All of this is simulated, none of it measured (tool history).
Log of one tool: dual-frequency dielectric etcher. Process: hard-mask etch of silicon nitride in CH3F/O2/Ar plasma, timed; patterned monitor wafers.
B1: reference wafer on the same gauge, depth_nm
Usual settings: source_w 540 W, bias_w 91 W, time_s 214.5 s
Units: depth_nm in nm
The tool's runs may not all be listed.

{"run": 1, "hour": 0.0, "source_w": 470, "bias_w": 91, "time_s": 214.5, "B1": 171.9, "depth_nm": 152.1}
{"run": 2, "hour": 35.7, "source_w": 470, "bias_w": 91, "time_s": 214.5, "B1": 172, "depth_nm": 152.7}
{"run": 3, "hour": 67.4, "source_w": 540, "bias_w": 91, "time_s": 214.5, "B1": 171.9, "depth_nm": 165.5}
{"run": 4, "hour": 116.3, "source_w": 540, "bias_w": 91, "time_s": 214.5, "B1": 172, "depth_nm": 165.2}
{"hour": 181.4, "done": "wet clean of the chamber"}
{"run": 5, "hour": 181.9, "source_w": 540, "bias_w": 91, "time_s": 214.5, "B1": 172, "depth_nm": 165.2}
{"run": 6, "hour": 197.2, "source_w": 590, "bias_w": 91, "time_s": 233.5, "B1": 172, "depth_nm": 188.9}
{"run": 7, "hour": 255.6, "source_w": 630, "bias_w": 91, "time_s": 214.5, "B1": 172, "depth_nm": 179.9}
{"run": 8, "hour": 432.8, "source_w": 540, "bias_w": 91, "time_s": 234, "B1": 171.9, "depth_nm": 179.4}
{"run": 9, "hour": 486.5, "source_w": 540, "bias_w": 91, "time_s": 259.5, "B1": 172, "depth_nm": 198.3}
{"run": 10, "hour": 538.8, "source_w": 480, "bias_w": 114, "time_s": 150.5, "B1": 172, "depth_nm": 115.2}
{"hour": 594.1, "done": "upper electrode replaced"}
{"hour": 723.1, "done": "wet clean of the chamber"}
{"run": 11, "hour": 750.8, "source_w": 400, "bias_w": 103, "time_s": 214.5, "B1": 172, "depth_nm": 140.1}
{"run": 12, "hour": 805.9, "source_w": 540, "bias_w": 91, "time_s": 214.5, "B1": 172, "depth_nm": 163.5}
{"run": 13, "hour": 858.4, "source_w": 540, "bias_w": 91, "time_s": 214.5, "B1": 172, "depth_nm": 163.3}
{"run": 14, "hour": 889.4, "source_w": 670, "bias_w": 72, "time_s": 174.5, "B1": 172, "depth_nm": 140.2}
{"run": 15, "hour": 928.3, "source_w": 540, "bias_w": 91, "time_s": 214.5, "B1": 172, "depth_nm": 163.2}
{"run": 16, "hour": 977.3, "source_w": 430, "bias_w": 105, "time_s": 214.5, "B1": 172, "depth_nm": 148}
{"run": 17, "hour": 1030.8, "source_w": 590, "bias_w": 98, "time_s": 214.5, "B1": 172, "depth_nm": 175.2}
{"run": 18, "hour": 1082.1, "source_w": 680, "bias_w": 81, "time_s": 214.5, "B1": 172.1, "depth_nm": 179}
{"hour": 1198.0, "done": "bias power generator calibrated"}
{"hour": 1208.7, "done": "wet clean of the chamber"}
{"hour": 1209.5, "done": "gauge calibrated"}
{"run": 19, "hour": 1263.0, "source_w": 540, "bias_w": 71, "time_s": 214.5, "B1": 171.9, "depth_nm": 151}
{"run": 20, "hour": 1301.1, "source_w": 490, "bias_w": 76, "time_s": 197.5, "B1": 172, "depth_nm": 133}
{"run": 21, "hour": 1355.7, "source_w": 420, "bias_w": 70, "time_s": 214.5, "B1": 171.9, "depth_nm": 127.6}
{"run": 22, "hour": 1401.6, "source_w": 540, "bias_w": 91, "time_s": 214.5, "B1": 172.1, "depth_nm": 162.8}
{"run": 23, "hour": 1465.1, "source_w": 540, "bias_w": 91, "time_s": 214.5, "B1": 172, "depth_nm": 162}
{"run": 24, "hour": 1522.4, "source_w": 540, "bias_w": 91, "time_s": 254.5, "B1": 172, "depth_nm": 192.8}
{"run": 25, "hour": 1552.1, "source_w": 650, "bias_w": 106, "time_s": 178, "B1": 172.1, "depth_nm": 157.6}
{"run": 26, "hour": 1608.0, "source_w": 650, "bias_w": 109, "time_s": 188, "B1": 172.1, "depth_nm": 167.8}
{"run": 27, "hour": 1672.9, "source_w": 650, "bias_w": 76, "time_s": 214.5, "B1": 172, "depth_nm": 170.8}
{"run": 28, "hour": 1729.3, "source_w": 610, "bias_w": 75, "time_s": 195.5, "B1": 172.1, "depth_nm": 150}
{"hour": 1769.0, "done": "wet clean of the chamber"}
{"run": 29, "hour": 1800.0, "source_w": 540, "bias_w": 91, "time_s": 214.5, "B1": 172.1, "depth_nm": 162.7}

Some steps in depth_nm between neighbouring runs. How much of each would the tool show without its hidden state too (settings, what came in, random variation), and how much is left for the hidden state, with any gauge scatter that isn't in both results?
The hidden state here: etch rate over this chamber's usual, %; source power that arrives over what is set, %; bias power that arrives over what is set, %; gauge reads high (%).
Run 9 -> 10: source_w 540 -> 480, bias_w 91 -> 114, time_s 259.5 -> 150.5. depth_nm -83.1 nm: hidden state +0.8, all else -83.9.
Run 10 -> 11: source_w 480 -> 400, bias_w 114 -> 103, time_s 150.5 -> 214.5, upper electrode replaced, wet clean of the chamber. depth_nm +24.9 nm: hidden state -0.7, all else +25.6.
Run 21 -> 22: source_w 420 -> 540, bias_w 70 -> 91. depth_nm +35.2 nm: hidden state -0.6, all else +35.8.

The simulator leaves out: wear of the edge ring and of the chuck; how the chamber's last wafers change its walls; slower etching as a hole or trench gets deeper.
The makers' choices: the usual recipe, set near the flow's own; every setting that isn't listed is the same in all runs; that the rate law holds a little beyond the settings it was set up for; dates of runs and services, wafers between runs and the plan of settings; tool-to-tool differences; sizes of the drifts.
